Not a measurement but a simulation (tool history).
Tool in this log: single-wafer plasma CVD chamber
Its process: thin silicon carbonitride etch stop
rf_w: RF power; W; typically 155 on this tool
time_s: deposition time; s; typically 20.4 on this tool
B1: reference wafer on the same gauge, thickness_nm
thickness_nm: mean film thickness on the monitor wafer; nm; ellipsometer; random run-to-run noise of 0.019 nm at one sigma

{"run": 1, "hour": 0.0, "rf_w": 155, "time_s": 20.4, "B1": 9.7, "thickness_nm": 10.226}
{"run": 2, "hour": 58.2, "rf_w": 155, "time_s": 20.4, "B1": 9.695, "thickness_nm": 10.254}
{"run": 3, "hour": 87.9, "rf_w": 155, "time_s": 20.4, "B1": 9.694, "thickness_nm": 10.261}
{"run": 4, "hour": 122.3, "rf_w": 155, "time_s": 20.4, "B1": 9.701, "thickness_nm": 10.25}
{"run": 5, "hour": 294.3, "rf_w": 155, "time_s": 20.4, "B1": 9.701, "thickness_nm": 10.206}
{"run": 6, "hour": 341.8, "rf_w": 155, "time_s": 20.4, "B1": 9.698, "thickness_nm": 10.221}
{"hour": 400.5, "done": "showerhead replaced"}
{"run": 7, "hour": 412.9, "rf_w": 155, "time_s": 20.4, "B1": 9.698, "thickness_nm": 10.233}
{"hour": 437.5, "done": "gauge calibrated"}
{"run": 8, "hour": 459.8, "rf_w": 155, "time_s": 20.4, "B1": 9.7, "thickness_nm": 10.216}
{"hour": 500.1, "done": "thermocouple changed; heater temperature recalibrated"}
{"run": 9, "hour": 521.7, "rf_w": 155, "time_s": 20.4, "B1": 9.698, "thickness_nm": 10.227}
{"run": 10, "hour": 556.5, "rf_w": 135, "time_s": 20.4, "B1": 9.703, "thickness_nm": 9.936}
{"run": 11, "hour": 603.3, "rf_w": 135, "time_s": 20.4, "B1": 9.702, "thickness_nm": 9.943}
{"hour": 638.9, "done": "RF generator calibrated"}
{"run": 12, "hour": 639.4, "rf_w": 155, "time_s": 20.4, "B1": 9.695, "thickness_nm": 10.421}
{"run": 13, "hour": 665.3, "rf_w": 155, "time_s": 24.1, "B1": 9.7, "thickness_nm": 12.308}
{"run": 14, "hour": 729.8, "rf_w": 170, "time_s": 18.1, "B1": 9.701, "thickness_nm": 9.422}
{"run": 15, "hour": 754.8, "rf_w": 135, "time_s": 20.4, "B1": 9.696, "thickness_nm": 10.102}
{"run": 16, "hour": 894.0, "rf_w": 175, "time_s": 24.3, "B1": 9.698, "thickness_nm": 12.665}
{"run": 17, "hour": 958.1, "rf_w": 155, "time_s": 20.4, "B1": 9.7, "thickness_nm": 10.333}
{"run": 18, "hour": 1011.5, "rf_w": 140, "time_s": 23.3, "B1": 9.698, "thickness_nm": 11.546}
{"run": 19, "hour": 1071.7, "rf_w": 125, "time_s": 19.2, "B1": 9.703, "thickness_nm": 9.322}
{"run": 20, "hour": 1136.3, "rf_w": 135, "time_s": 20.4, "B1": 9.698, "thickness_nm": 10.067}
{"run": 21, "hour": 1192.6, "rf_w": 155, "time_s": 23.3, "B1": 9.701, "thickness_nm": 11.785}
{"run": 22, "hour": 1226.8, "rf_w": 145, "time_s": 24.4, "B1": 9.698, "thickness_nm": 12.174}

Consider 3 possible next runs. They are alternatives, not a sequence: every one starts from the tool as it was left by run 22. What does each give?
{"run": "A", "hour": 1227.2, "rf_w": 155, "time_s": 20.4, "B1": "?", "thickness_nm": "?"}
{"run": "B", "hour": 1227.2, "rf_w": 175, "time_s": 22.3, "B1": "?", "thickness_nm": "?"}
{"run": "C", "hour": 1227.2, "rf_w": 185, "time_s": 17.2, "B1": "?", "thickness_nm": "?"}

run=A B1=9.706 thickness_nm=10.314
run=B B1=9.706 thickness_nm=11.561
run=C B1=9.706 thickness_nm=9.023
With the hidden condition removed and each run's random variation left untouched, the same runs would have given:
run=A thickness_nm=10.416
run=B thickness_nm=11.675
run=C thickness_nm=9.112
